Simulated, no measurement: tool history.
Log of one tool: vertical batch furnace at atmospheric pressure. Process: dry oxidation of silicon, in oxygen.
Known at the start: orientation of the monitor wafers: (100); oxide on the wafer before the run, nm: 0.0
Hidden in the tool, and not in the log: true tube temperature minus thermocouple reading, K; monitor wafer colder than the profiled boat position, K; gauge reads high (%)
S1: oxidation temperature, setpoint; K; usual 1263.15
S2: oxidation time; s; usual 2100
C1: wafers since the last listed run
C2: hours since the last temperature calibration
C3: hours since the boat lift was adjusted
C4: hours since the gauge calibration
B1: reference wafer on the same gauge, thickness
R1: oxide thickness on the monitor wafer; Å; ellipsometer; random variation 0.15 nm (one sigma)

Run 1, day 0: usual settings; C1 0; C2 782.5; C3 339.5; C4 1526.1; B1 33.17. Result: R1 306 Å.
Run 2, day 1.983: usual settings; C1 735; C2 830.1; C3 387.1; C4 1573.7; B1 33.06. Result: R1 306.6 Å.
Run 3, day 5.288: usual settings; C1 1225; C2 909.4; C3 466.4; C4 1653; B1 33.06. Result: R1 303.8 Å.
Run 4, day 7.642: usual settings; C1 873; C2 965.9; C3 522.9; C4 1709.5; B1 33.06. Result: R1 304.5 Å.
Run 5, day 11.083: usual settings; C1 1276; C2 1048.5; C3 605.5; C4 1792.1; B1 33.08. Result: R1 302.8 Å.
Run 6, day 14.983: usual settings but S2 2640 s; C1 1446; C2 1142.1; C3 699.1; C4 1885.7; B1 33.14. Result: R1 344.9 Å.
Run 7, day 18.021: usual settings but S1 1275.15 K; C1 1126; C2 1215; C3 772; C4 1958.6; B1 33.05. Result: R1 343.6 Å.
Run 8, day 20.188: usual settings but S1 1275.15 K; C1 803; C2 1267; C3 824; C4 2010.6; B1 33.07. Result: R1 339.1 Å.
Run 9, day 24.25: usual settings but S1 1275.15 K; C1 1506; C2 1364.5; C3 921.5; C4 2108.1; B1 33.12. Result: R1 340.6 Å.
Run 10, day 31.875: usual settings but S1 1256.15 K; C1 2827; C2 1547.5; C3 1104.5; C4 2291.1; B1 33.1. Result: R1 281.7 Å.
Run 11, day 36.238: usual settings but S1 1256.15 K; C1 1617; C2 1652.2; C3 1209.2; C4 2395.8; B1 33.19. Result: R1 280.3 Å.
Run 12, day 40.275: usual settings but S2 1800 s; C1 1497; C2 1749.1; C3 1306.1; C4 2492.7; B1 33.07. Result: R1 272.1 Å.
Run 13, day 44.3: usual settings but S2 1800 s; C1 1492; C2 1845.7; C3 1402.7; C4 2589.3; B1 33.08. Result: R1 273.7 Å.
Run 14, day 46.696: usual settings; C1 888; C2 1903.2; C3 1460.2; C4 2646.8; B1 33. Result: R1 300.3 Å.
At day 49.371: gauge calibrated.
Run 15, day 50.708: usual settings; C1 1488; C2 1999.5; C3 1556.5; C4 32.1; B1 33.15. Result: R1 298 Å.
At day 56.558: thermocouples replaced and temperature profile calibrated.
Run 16, day 57.4: usual settings but S1 1284.15 K, S2 2880 s; C1 2110; C2 20.2; C3 1717.1; C4 192.7; B1 33.12. Result: R1 445.5 Å.
Run 17, day 61.483: usual settings but S1 1285.15 K, S2 2400 s; C1 1514; C2 118.2; C3 1815.1; C4 290.7; B1 33.1. Result: R1 402.9 Å.
Run 18, day 65.342: usual settings but S1 1254.15 K, S2 1800 s; C1 1430; C2 210.8; C3 1907.7; C4 383.3; B1 33.07. Result: R1 249.9 Å.
At day 67.754: boat lift adjusted.
Run 19, day 69.767: usual settings but S1 1271.15 K, S2 2730 s; C1 1270; C2 317; C3 48.3; C4 489.5; B1 33.02. Result: R1 393.9 Å.
Run 20, day 73.246: usual settings but S1 1251.15 K, S2 2550 s; C1 1290; C2 400.5; C3 131.8; C4 573; B1 33.16. Result: R1 313.9 Å.
Run 21, day 79.746: usual settings but S1 1244.15 K; C1 2410; C2 556.5; C3 287.8; C4 729; B1 33.05. Result: R1 263.6 Å.
Run 22, day 83.779: usual settings; C1 1495; C2 653.3; C3 384.6; C4 825.8; B1 33.07. Result: R1 306.2 Å.
Run 23, day 87.712: usual settings but S1 1277.15 K, S2 2970 s; C1 1458; C2 747.7; C3 479; C4 920.2; B1 33.1. Result: R1 436 Å.
Run 24, day 90.388: usual settings; C1 992; C2 811.9; C3 543.2; C4 984.4; B1 33.14. Result: R1 305.8 Å.
Run 25, day 94.612: usual settings; C1 1566; C2 913.3; C3 644.6; C4 1085.8; B1 33.13. Result: R1 303.6 Å.
Run 26, day 97.554: usual settings but S1 1282.15 K, S2 1590 s; C1 1091; C2 983.9; C3 715.2; C4 1156.4; B1 33.16. Result: R1 314.4 Å.
Run 27, day 100.925: usual settings but S1 1242.15 K, S2 2670 s; C1 1250; C2 1064.8; C3 796.1; C4 1237.3; B1 33.13. Result: R1 296.5 Å.

The same runs without the tool's hidden state, with the same run-to-run variation:
run     R1
  1  312.8
  2    314
  3  311.9
  4  313.1
  5    312
  6    356
  7  355.5
  8  351.2
  9  353.3
 10  291.5
 11  290.3
 12  283.6
 13  285.5
 14  313.2
 15    311
 16  464.5
 17    420
 18  259.6
 19  395.4
 20    316
 21  266.7
 22    312
 23  445.5
 24  313.1
 25  311.7
 26  322.5
 27  303.4
